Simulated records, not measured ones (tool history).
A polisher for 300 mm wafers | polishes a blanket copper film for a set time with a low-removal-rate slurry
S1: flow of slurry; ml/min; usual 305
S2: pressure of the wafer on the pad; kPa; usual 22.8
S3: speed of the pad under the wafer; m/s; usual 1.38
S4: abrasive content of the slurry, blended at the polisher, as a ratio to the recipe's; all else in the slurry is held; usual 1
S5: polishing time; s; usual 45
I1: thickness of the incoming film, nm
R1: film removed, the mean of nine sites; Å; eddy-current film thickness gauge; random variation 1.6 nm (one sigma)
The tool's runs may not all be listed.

| run | hour | S1 | S2 | S3 | S4 | S5 | I1 | R1 |
|---|---|---|---|---|---|---|---|---|
| 1 | 0.0 | 305 | 22.8 | 1.38 | 1 | 45 | 1162.6 | 1638 |
|  | 8.0 | slurry nozzle cleaned |
|  | 60.9 | worn pad replaced by a new one |
| 2 | 102.8 | 305 | 22.8 | 1.38 | 1 | 45 | 1163.8 | 1616 |
| 3 | 120.9 | 305 | 22.8 | 1.38 | 1 | 45 | 1167.6 | 1588 |
| 4 | 134.7 | 305 | 22.8 | 1.38 | 1 | 45 | 1160.9 | 1595 |
|  | 152.0 | worn pad replaced by a new one |
| 5 | 160.3 | 305 | 22.8 | 1.38 | 1 | 45 | 1139.7 | 1563 |
| 6 | 193.7 | 305 | 20.0 | 1.38 | 1 | 45 | 1140.5 | 1383 |
| 7 | 226.7 | 305 | 20.0 | 1.38 | 1 | 45 | 1170.1 | 1413 |

The next listed run, before its measurement:
|  | 241.2 | worn pad replaced by a new one |
|  | 243.3 | head pressure recalibrated |
| 8 | 317.7 | 305 | 15.9 | 1.16 | 1 | 45 | 1147.5 | ? |

R1: 931 Å
Without the tool's hidden state the same run would have given R1 1013 Å.

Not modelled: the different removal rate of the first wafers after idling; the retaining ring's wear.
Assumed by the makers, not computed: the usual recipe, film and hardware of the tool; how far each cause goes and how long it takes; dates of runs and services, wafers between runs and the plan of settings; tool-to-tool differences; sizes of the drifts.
